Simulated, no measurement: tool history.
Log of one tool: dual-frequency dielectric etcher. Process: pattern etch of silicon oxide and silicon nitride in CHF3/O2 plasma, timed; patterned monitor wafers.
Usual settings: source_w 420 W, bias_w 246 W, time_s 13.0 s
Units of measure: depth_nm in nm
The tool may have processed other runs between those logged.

run	hour	source_w	bias_w	time_s	wafers since the last listed run	hours since the last wet clean	hours since the last source power generator calibration	hours since the last bias power generator calibration	hours since the last upper electrode change	hours since the gauge calibration	read-back reference wafer on the same gauge, depth_nm	depth_nm
1	0.0	420	246	13.0	0	228.4	3434.6	3780.8	4492.2	53.2	16.01	19.10
2	15.3	420	272	13.0	171	243.7	3449.9	3796.1	4507.5	68.5	16.00	19.58
3	22.4	420	272	13.0	79	250.8	3457.0	3803.2	4514.6	75.6	16.00	19.59
4	36.7	420	272	13.0	159	265.1	3471.3	3817.5	4528.9	89.9	16.00	19.60
5	46.6	420	246	11.0	110	275.0	3481.2	3827.4	4538.8	99.8	16.01	16.23
6	62.2	420	246	11.0	174	290.6	3496.8	3843.0	4554.4	115.4	16.00	16.21
7	71.2	420	286	13.0	100	299.6	3505.8	3852.0	4563.4	124.4	16.00	19.88
8	81.9	420	286	13.0	119	310.3	3516.5	3862.7	4574.1	135.1	16.01	19.91
9	97.5	420	286	13.0	174	325.9	3532.1	3878.3	4589.7	150.7	16.00	19.94
10	115.1	420	246	13.0	196	343.5	3549.7	3895.9	4607.3	168.3	15.99	19.28
# hour 126.5: source power generator calibrated
11	132.1	420	246	13.0	145	360.5	5.6	3912.9	4624.3	185.3	16.00	19.32
# hour 163.8: wet clean of the chamber
12	164.3	420	246	13.0	91	0.5	37.8	3945.1	4656.5	217.5	16.00	17.75
13	164.6	420	246	13.0	3	0.8	38.1	3945.4	4656.8	217.8	16.00	17.70
# hour 170.9: gauge calibrated
14	171.5	460	212	12.0	77	7.7	45.0	3952.3	4663.7	0.6	15.99	16.50
# hour 179.0: bias power generator calibrated
15	189.3	420	246	13.0	154	25.5	62.8	10.3	4681.5	18.4	15.99	17.76
16	198.0	420	211	15.5	97	34.2	71.5	19.0	4690.2	27.1	16.00	20.53
17	212.6	420	246	13.0	163	48.8	86.1	33.6	4704.8	41.7	16.01	17.80
# hour 239.5: wet clean of the chamber, repeated, since the last time left the tool worse
18	240.0	420	246	13.0	38	0.5	113.5	61.0	4732.2	69.1	16.00	18.76
19	240.3	420	221	13.0	3	0.8	113.8	61.3	4732.5	69.4	16.00	18.30
20	252.9	480	246	13.0	140	13.4	126.4	73.9	4745.1	82.0	16.00	20.01
# hour 278.1: upper electrode replaced
21	278.6	490	203	10.0	19	39.1	152.1	99.6	0.5	107.7	16.00	14.88
22	278.9	420	246	13.0	3	39.4	152.4	99.9	0.8	108.0	15.99	18.88
23	312.4	470	185	14.0	374	72.9	185.9	133.4	34.3	141.5	15.99	20.07
24	329.9	420	230	13.0	195	90.4	203.4	150.9	51.8	159.0	16.00	18.54
25	346.7	420	246	11.5	187	107.2	220.2	167.7	68.6	175.8	16.00	16.78
26	356.1	370	215	10.5	105	116.6	229.6	177.1	78.0	185.2	16.00	13.95

List, for all runs, the conditions of the tool that the log does not record:
source power that arrives over what is set, %: 0 at every run
bias power that arrives over what is set, %: 0 at every run
gauge reads high (%): 0 at every run
H1: etch rate over this chamber's usual, %
run	H1
1	2.25
2	2.37
3	2.43
4	2.54
5	2.62
6	2.74
7	2.81
8	2.9
9	3.02
10	3.16
11	3.3
12	-5.26
13	-5.26
14	-5.21
15	-5.07
16	-5
17	-4.88
18	0.479
19	0.481
20	0.581
21	0.784
22	0.786
23	1.05
24	1.19
25	1.32
26	1.4
